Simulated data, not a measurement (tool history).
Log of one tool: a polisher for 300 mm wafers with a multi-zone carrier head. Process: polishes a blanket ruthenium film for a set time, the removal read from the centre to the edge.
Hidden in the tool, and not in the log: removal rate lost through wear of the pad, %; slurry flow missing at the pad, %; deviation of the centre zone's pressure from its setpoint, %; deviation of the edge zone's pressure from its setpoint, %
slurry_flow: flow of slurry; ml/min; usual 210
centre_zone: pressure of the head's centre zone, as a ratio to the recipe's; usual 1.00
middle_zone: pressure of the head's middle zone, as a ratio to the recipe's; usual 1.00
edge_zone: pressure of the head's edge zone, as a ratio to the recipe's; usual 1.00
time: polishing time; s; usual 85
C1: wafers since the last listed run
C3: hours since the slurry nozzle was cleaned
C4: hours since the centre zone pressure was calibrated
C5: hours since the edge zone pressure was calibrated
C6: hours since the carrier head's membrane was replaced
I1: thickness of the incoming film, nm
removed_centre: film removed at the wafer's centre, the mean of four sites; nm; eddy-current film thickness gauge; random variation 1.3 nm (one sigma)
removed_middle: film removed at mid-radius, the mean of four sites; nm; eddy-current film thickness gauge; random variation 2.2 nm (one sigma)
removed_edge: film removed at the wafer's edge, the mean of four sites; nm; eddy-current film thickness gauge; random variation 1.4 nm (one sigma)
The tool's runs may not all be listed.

run 1 hour=0.0 | slurry_flow=265 centre_zone=1.00 middle_zone=1.00 edge_zone=1.00 time=85 | C1=0 wafers_polished_on_this_pad=962 C3=538.2 C4=722.9 C5=1366.9 C6=796.5 | I1=343.4 | removed_centre=136.2 removed_middle=139.6 removed_edge=139.5
-- hour=3.9 worn pad replaced by a new one
run 2 hour=13.9 | slurry_flow=210 centre_zone=1.00 middle_zone=1.00 edge_zone=0.91 time=85 | C1=119 wafers_polished_on_this_pad=119 C3=552.1 C4=736.8 C5=1380.8 C6=810.4 | I1=346.1 | removed_centre=129.6 removed_middle=127.9 removed_edge=126.0
run 3 hour=23.7 | slurry_flow=210 centre_zone=1.00 middle_zone=1.00 edge_zone=0.91 time=85 | C1=116 wafers_polished_on_this_pad=235 C3=561.9 C4=746.6 C5=1390.6 C6=820.2 | I1=337.8 | removed_centre=131.3 removed_middle=130.9 removed_edge=126.9
run 4 hour=41.1 | slurry_flow=210 centre_zone=1.00 middle_zone=1.00 edge_zone=0.91 time=85 | C1=206 wafers_polished_on_this_pad=442 C3=579.3 C4=764.0 C5=1408.0 C6=837.6 | I1=334.0 | removed_centre=133.1 removed_middle=133.4 removed_edge=127.5
run 5 hour=50.7 | slurry_flow=210 centre_zone=1.00 middle_zone=1.00 edge_zone=1.00 time=85 | C1=114 wafers_polished_on_this_pad=556 C3=588.9 C4=773.6 C5=1417.6 C6=847.2 | I1=345.6 | removed_centre=129.6 removed_middle=133.8 removed_edge=135.1
run 6 hour=62.3 | slurry_flow=210 centre_zone=1.00 middle_zone=1.00 edge_zone=1.00 time=85 | C1=137 wafers_polished_on_this_pad=693 C3=600.5 C4=785.2 C5=1429.2 C6=858.8 | I1=338.0 | removed_centre=130.0 removed_middle=132.0 removed_edge=133.5
run 7 hour=73.9 | slurry_flow=210 centre_zone=1.00 middle_zone=1.00 edge_zone=1.03 time=85 | C1=137 wafers_polished_on_this_pad=831 C3=612.1 C4=796.8 C5=1440.8 C6=870.4 | I1=341.0 | removed_centre=129.8 removed_middle=128.7 removed_edge=135.7
-- hour=85.2 worn pad replaced by a new one
run 8 hour=86.1 | slurry_flow=210 centre_zone=1.00 middle_zone=1.00 edge_zone=1.00 time=85 | C1=97 wafers_polished_on_this_pad=10 C3=624.3 C4=809.0 C5=1453.0 C6=882.6 | I1=346.7 | removed_centre=128.1 removed_middle=130.4 removed_edge=133.4
-- hour=94.3 slurry nozzle cleaned
-- hour=98.0 carrier head's membrane replaced by a new one
run 9 hour=98.5 | slurry_flow=210 centre_zone=1.00 middle_zone=1.00 edge_zone=1.00 time=85 | C1=91 wafers_polished_on_this_pad=102 C3=4.2 C4=821.4 C5=1465.4 C6=0.5 | I1=337.2 | removed_centre=146.4 removed_middle=142.3 removed_edge=144.0
run 10 hour=99.9 | slurry_flow=210 centre_zone=1.00 middle_zone=1.00 edge_zone=1.00 time=85 | C1=16 wafers_polished_on_this_pad=118 C3=5.6 C4=822.8 C5=1466.8 C6=1.9 | I1=338.4 | removed_centre=148.4 removed_middle=144.0 removed_edge=142.6
run 11 hour=112.0 | slurry_flow=230 centre_zone=0.97 middle_zone=1.00 edge_zone=1.00 time=85 | C1=143 wafers_polished_on_this_pad=262 C3=17.7 C4=834.9 C5=1478.9 C6=14.0 | I1=341.5 | removed_centre=143.2 removed_middle=144.9 removed_edge=147.6
-- hour=119.1 centre zone pressure recalibrated
run 12 hour=125.7 | slurry_flow=210 centre_zone=0.93 middle_zone=1.06 edge_zone=1.00 time=85 | C1=138 wafers_polished_on_this_pad=401 C3=31.4 C4=6.6 C5=1492.6 C6=27.7 | I1=333.3 | removed_centre=134.5 removed_middle=151.5 removed_edge=146.1
run 13 hour=143.1 | slurry_flow=160 centre_zone=1.00 middle_zone=1.00 edge_zone=0.91 time=74 | C1=206 wafers_polished_on_this_pad=608 C3=48.8 C4=24.0 C5=1510.0 C6=45.1 | I1=340.6 | removed_centre=119.3 removed_middle=120.0 removed_edge=115.6
run 14 hour=150.0 | slurry_flow=270 centre_zone=1.00 middle_zone=1.00 edge_zone=1.00 time=85 | C1=81 wafers_polished_on_this_pad=690 C3=55.7 C4=30.9 C5=1516.9 C6=52.0 | I1=340.1 | removed_centre=151.5 removed_middle=145.9 removed_edge=145.8
-- hour=156.3 edge zone pressure recalibrated
run 15 hour=156.8 | slurry_flow=210 centre_zone=0.93 middle_zone=1.06 edge_zone=1.00 time=85 | C1=57 wafers_polished_on_this_pad=747 C3=62.5 C4=37.7 C5=0.5 C6=58.8 | I1=341.9 | removed_centre=134.9 removed_middle=149.7 removed_edge=142.8
-- hour=173.1 worn pad replaced by a new one
run 16 hour=174.0 | slurry_flow=210 centre_zone=1.00 middle_zone=1.00 edge_zone=1.00 time=93 | C1=156 wafers_polished_on_this_pad=10 C3=79.7 C4=54.9 C5=17.7 C6=76.0 | I1=339.1 | removed_centre=156.3 removed_middle=157.6 removed_edge=157.3
run 17 hour=186.2 | slurry_flow=210 centre_zone=1.00 middle_zone=1.00 edge_zone=1.00 time=85 | C1=144 wafers_polished_on_this_pad=155 C3=91.9 C4=67.1 C5=29.9 C6=88.2 | I1=342.0 | removed_centre=146.4 removed_middle=137.4 removed_edge=141.9
run 18 hour=202.2 | slurry_flow=265 centre_zone=0.92 middle_zone=1.00 edge_zone=1.00 time=85 | C1=190 wafers_polished_on_this_pad=345 C3=107.9 C4=83.1 C5=45.9 C6=104.2 | I1=341.1 | removed_centre=134.7 removed_middle=149.4 removed_edge=143.7
run 19 hour=218.4 | slurry_flow=250 centre_zone=1.00 middle_zone=1.05 edge_zone=1.00 time=85 | C1=192 wafers_polished_on_this_pad=537 C3=124.1 C4=99.3 C5=62.1 C6=120.4 | I1=339.9 | removed_centre=148.8 removed_middle=154.7 removed_edge=144.1
run 20 hour=228.2 | slurry_flow=275 centre_zone=1.05 middle_zone=0.90 edge_zone=0.88 time=85 | C1=116 wafers_polished_on_this_pad=653 C3=133.9 C4=109.1 C5=71.9 C6=130.2 | I1=342.8 | removed_centre=156.0 removed_middle=134.0 removed_edge=136.1
run 21 hour=238.9 | slurry_flow=210 centre_zone=1.10 middle_zone=1.09 edge_zone=1.00 time=85 | C1=127 wafers_polished_on_this_pad=780 C3=144.6 C4=119.8 C5=82.6 C6=140.9 | I1=339.8 | removed_centre=153.4 removed_middle=150.4 removed_edge=141.7

Forecast each of these 4 alternatives for the next run:
run A hour=239.3 | slurry_flow=210 centre_zone=1.00 middle_zone=1.00 edge_zone=1.00 time=85 | C1=4 wafers_polished_on_this_pad=785 C3=145.0 C4=120.2 C5=83.0 C6=141.3 | I1=335.1 | removed_centre=? removed_middle=? removed_edge=?
run B hour=239.3 | slurry_flow=275 centre_zone=1.00 middle_zone=1.00 edge_zone=1.00 time=74 | C1=4 wafers_polished_on_this_pad=785 C3=145.0 C4=120.2 C5=83.0 C6=141.3 | I1=335.1 | removed_centre=? removed_middle=? removed_edge=?
run C hour=239.3 | slurry_flow=210 centre_zone=1.00 middle_zone=1.08 edge_zone=0.94 time=85 | C1=4 wafers_polished_on_this_pad=785 C3=145.0 C4=120.2 C5=83.0 C6=141.3 | I1=335.1 | removed_centre=? removed_middle=? removed_edge=?
run D hour=239.3 | slurry_flow=145 centre_zone=1.00 middle_zone=1.00 edge_zone=0.96 time=69 | C1=4 wafers_polished_on_this_pad=785 C3=145.0 C4=120.2 C5=83.0 C6=141.3 | I1=335.1 | removed_centre=? removed_middle=? removed_edge=?

run=A removed_centre=141.7 removed_middle=138.3 removed_edge=141.9
run=B removed_centre=129.9 removed_middle=126.1 removed_edge=127.8
run=C removed_centre=141.8 removed_middle=147.6 removed_edge=137.7
run=D removed_centre=103.7 removed_middle=102.4 removed_edge=105.9
Without the tool's hidden state the same runs would have given:
run=A removed_centre=148.6 removed_middle=144.3 removed_edge=146.5
run=B removed_centre=134.6 removed_middle=130.2 removed_edge=131.0
run=C removed_centre=148.7 removed_middle=154.1 removed_edge=142.1
run=D removed_centre=111.4 removed_middle=109.1 removed_edge=110.7

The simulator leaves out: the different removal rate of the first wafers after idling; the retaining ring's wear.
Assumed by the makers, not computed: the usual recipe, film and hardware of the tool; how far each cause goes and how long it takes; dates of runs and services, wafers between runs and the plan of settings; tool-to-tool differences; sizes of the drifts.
